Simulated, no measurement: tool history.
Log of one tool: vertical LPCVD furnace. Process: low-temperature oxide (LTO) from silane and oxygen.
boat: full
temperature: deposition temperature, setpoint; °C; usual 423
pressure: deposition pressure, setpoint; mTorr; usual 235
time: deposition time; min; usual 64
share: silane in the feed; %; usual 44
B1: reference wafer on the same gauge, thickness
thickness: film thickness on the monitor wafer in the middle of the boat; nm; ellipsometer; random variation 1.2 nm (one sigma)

run 1 hour=0 | temperature=423 pressure=210 time=64 share=44 | B1=743.07 | thickness=733.57
run 2 hour=7.9 | temperature=423 pressure=210 time=64 share=44 | B1=742.96 | thickness=731.53
run 3 hour=25 | temperature=423 pressure=235 time=64 share=44 | B1=743.02 | thickness=820.02
run 4 hour=39.2 | temperature=423 pressure=235 time=64 share=44 | B1=743.03 | thickness=819.89
run 5 hour=48.4 | temperature=426 pressure=235 time=52.5 share=44 | B1=743.19 | thickness=692.57
run 6 hour=64.4 | temperature=426 pressure=235 time=52.5 share=44 | B1=742.95 | thickness=691.73
-- hour=70 gauge calibrated
run 7 hour=76.9 | temperature=426 pressure=235 time=52.5 share=44 | B1=743 | thickness=692.15
run 8 hour=93.9 | temperature=423 pressure=235 time=64 share=44 | B1=743.07 | thickness=820.53
run 9 hour=100.4 | temperature=423 pressure=235 time=64 share=44 | B1=743.15 | thickness=818.2
run 10 hour=110.7 | temperature=420 pressure=235 time=64 share=44 | B1=742.98 | thickness=796.44
run 11 hour=123.6 | temperature=416 pressure=285 time=78.5 share=49 | B1=742.83 | thickness=1254.86
-- hour=160.3 thermocouples replaced and temperature profile calibrated
-- hour=174.5 pressure gauge zeroed
-- hour=175.4 silane flow controller replaced
run 12 hour=175.9 | temperature=423 pressure=235 time=64 share=44 | B1=743.09 | thickness=820.21
run 13 hour=180.5 | temperature=423 pressure=235 time=74.5 share=44 | B1=743.08 | thickness=952.36
run 14 hour=185 | temperature=423 pressure=235 time=64 share=44 | B1=742.86 | thickness=820.39
-- hour=185.2 gauge calibrated
run 15 hour=189.5 | temperature=426 pressure=235 time=52.5 share=44 | B1=742.93 | thickness=693.12
run 16 hour=200.5 | temperature=423 pressure=235 time=55 share=44 | B1=742.79 | thickness=705.5
run 17 hour=211.3 | temperature=416 pressure=180 time=64 share=44 | B1=742.84 | thickness=586.05
run 18 hour=221.2 | temperature=431 pressure=235 time=45.5 share=50 | B1=742.97 | thickness=698.35
run 19 hour=231.7 | temperature=418 pressure=295 time=76.5 share=36 | B1=742.94 | thickness=933.52
run 20 hour=239.9 | temperature=430 pressure=280 time=81 share=41 | B1=742.98 | thickness=1231.2
run 21 hour=249.7 | temperature=423 pressure=185 time=50 share=44 | B1=742.93 | thickness=503.29

The tool's hidden state at each run:
true tube temperature minus thermocouple reading, K: 0 in every run
true pressure minus gauge reading, mTorr: 0 in every run
deviation of the silane flow from its setpoint, %: 0 in every run
gauge reads high (%): 0 in every run
